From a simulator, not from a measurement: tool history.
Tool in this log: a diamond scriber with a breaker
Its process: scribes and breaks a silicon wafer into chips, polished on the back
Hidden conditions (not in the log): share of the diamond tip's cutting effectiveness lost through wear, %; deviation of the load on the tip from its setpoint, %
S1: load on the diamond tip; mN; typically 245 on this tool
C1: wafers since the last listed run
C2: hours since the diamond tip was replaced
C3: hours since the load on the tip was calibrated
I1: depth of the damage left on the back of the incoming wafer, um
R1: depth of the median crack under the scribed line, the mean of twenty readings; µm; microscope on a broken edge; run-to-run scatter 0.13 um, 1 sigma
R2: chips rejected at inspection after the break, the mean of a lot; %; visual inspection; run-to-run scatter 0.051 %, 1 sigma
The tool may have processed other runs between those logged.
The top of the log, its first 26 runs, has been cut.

{"hour": 824.0, "done": "diamond tip replaced by a new one"}
{"run": 27, "hour": 825.9, "S1": 317, "C1": 64, "C2": 1.9, "C3": 285, "I1": 0.04, "R1": 16.38, "R2": 11.81}
{"run": 28, "hour": 865.0, "S1": 201, "C1": 79, "C2": 41, "C3": 324.1, "I1": 0.04, "R1": 10.19, "R2": 10.51}
{"run": 29, "hour": 882.7, "S1": 191, "C1": 36, "C2": 58.7, "C3": 341.8, "I1": 0.03, "R1": 9.29, "R2": 16.29}
{"run": 30, "hour": 907.4, "S1": 183, "C1": 50, "C2": 83.4, "C3": 366.5, "I1": 0.03, "R1": 8.5, "R2": 21.77}
{"run": 31, "hour": 939.7, "S1": 209, "C1": 66, "C2": 115.7, "C3": 398.8, "I1": 0.02, "R1": 10.47, "R2": 6.47}
{"run": 32, "hour": 971.1, "S1": 222, "C1": 64, "C2": 147.1, "C3": 430.2, "I1": 0.04, "R1": 11.27, "R2": 2.61}
{"run": 33, "hour": 985.5, "S1": 202, "C1": 29, "C2": 161.5, "C3": 444.6, "I1": 0.05, "R1": 10.02, "R2": 8.88}
{"run": 34, "hour": 998.1, "S1": 245, "C1": 25, "C2": 174.1, "C3": 457.2, "I1": 0.05, "R1": 12.61, "R2": 0.9}
{"run": 35, "hour": 1033.5, "S1": 301, "C1": 72, "C2": 209.5, "C3": 492.6, "I1": 0.03, "R1": 15.76, "R2": 8.15}
{"run": 36, "hour": 1055.6, "S1": 276, "C1": 45, "C2": 231.6, "C3": 514.7, "I1": 0.03, "R1": 14.45, "R2": 3.64}
{"run": 37, "hour": 1068.3, "S1": 245, "C1": 25, "C2": 244.3, "C3": 527.4, "I1": 0.02, "R1": 12.53, "R2": 0.83}
{"hour": 1076.9, "done": "diamond tip replaced by a new one"}
{"run": 38, "hour": 1142.3, "S1": 245, "C1": 147, "C2": 65.4, "C3": 601.4, "I1": 0.03, "R1": 12.84, "R2": 0.87}
{"run": 39, "hour": 1161.0, "S1": 205, "C1": 38, "C2": 84.1, "C3": 620.1, "I1": 0.05, "R1": 10.26, "R2": 8.1}
{"run": 40, "hour": 1186.2, "S1": 173, "C1": 51, "C2": 109.3, "C3": 645.3, "I1": 0.02, "R1": 8.05, "R2": 30.26}
{"run": 41, "hour": 1204.2, "S1": 192, "C1": 36, "C2": 127.3, "C3": 663.3, "I1": 0.04, "R1": 9.41, "R2": 15.07}

Consider 4 possible next runs. They are alternatives, not a sequence: every one starts from the tool as it was left by run 41. What does each give?
{"run": "A", "hour": 1204.9, "S1": 268, "C1": 1, "C2": 128, "C3": 664, "I1": 0.01, "R1": "?", "R2": "?"}
{"run": "B", "hour": 1204.9, "S1": 195, "C1": 1, "C2": 128, "C3": 664, "I1": 0.01, "R1": "?", "R2": "?"}
{"run": "C", "hour": 1204.9, "S1": 306, "C1": 1, "C2": 128, "C3": 664, "I1": 0.01, "R1": "?", "R2": "?"}
{"run": "D", "hour": 1204.9, "S1": 303, "C1": 1, "C2": 128, "C3": 664, "I1": 0.01, "R1": "?", "R2": "?"}

run=A R1=14.14 R2=2.6
run=B R1=9.64 R2=13.92
run=C R1=16.21 R2=10.02
run=D R1=16.05 R2=9.31
Without the tool's hidden state the same runs would have given:
run=A R1=14.14 R2=2.6
run=B R1=9.64 R2=13.92
run=C R1=16.21 R2=10.02
run=D R1=16.05 R2=9.31
